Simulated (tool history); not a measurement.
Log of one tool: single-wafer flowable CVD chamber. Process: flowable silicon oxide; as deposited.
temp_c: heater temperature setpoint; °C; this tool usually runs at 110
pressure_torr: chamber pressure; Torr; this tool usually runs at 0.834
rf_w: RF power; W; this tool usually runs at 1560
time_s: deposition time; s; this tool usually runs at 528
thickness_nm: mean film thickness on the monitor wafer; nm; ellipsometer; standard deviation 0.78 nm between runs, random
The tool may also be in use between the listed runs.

run,hour,temp_c,pressure_torr,rf_w,time_s,"read-back reference wafer on the same gauge, thickness_nm",thickness_nm
1,0,118,0.834,1370,528,217.225,164.967
2,12,101,0.834,1560,528,216.934,326.518
3,40.8,101,0.834,1560,528,216.863,327.442
4,71,101,0.834,1560,528,216.842,326.053
5,83.2,110,0.834,1560,528,217.073,232.299
6,101.8,110,0.834,1560,528,217.114,231.146
7,132.2,104,0.674,1560,528,216.996,233.903
8,159.2,104,0.674,1560,528,217.136,234.37
9,177,110,0.896,1560,528,216.92,248.726
10,194.4,110,0.896,1560,528,217.083,248.121
11,223,110,0.896,1560,528,217.042,246.536
12,249.9,110,0.834,1560,528,216.993,228.97
# hour 263.2: capacitance manometer re-zeroed and calibrated
13,273.8,110,1.012,1560,618,216.944,342.121
# hour 284.4: thermocouple changed; heater temperature recalibrated
14,301.2,116,0.66,1865,498,217.03,146.379
# hour 328.2: showerhead replaced
15,328.7,110,0.631,1560,528,216.94,173.004
16,347.2,119,0.834,1560,615,217.16,195.414
17,373.2,110,0.834,1560,528,217.125,229.77
18,396.9,110,0.834,1560,610,217.107,266.266
# hour 413.8: RF generator calibrated
19,414.3,110,0.834,1560,528,217.064,231.916
# hour 417.9: gauge calibrated
20,433.1,110,0.834,1560,528,217.171,233.144
21,460.3,110,0.896,1560,528,217.069,251.515
22,512.1,105,0.644,1560,496,217.119,204.627
23,536.6,110,0.987,1720,618,216.822,334.341

Here are 3 independent what-if runs from the current tool condition. What would each one return?
A,537.1,110,0.834,1560,603,?,?
B,537.1,100,0.834,1340,528,?,?
C,537.1,101,0.714,1660,579,?,?

run,"read-back reference wafer on the same gauge, thickness_nm",thickness_nm
A,217.11,267.104
B,217.11,317.717
C,217.11,315.788
Take away the tool's hidden state, keep each run's random variation, and the runs would have read:
run,thickness_nm
A,261.137
B,310.603
C,308.815
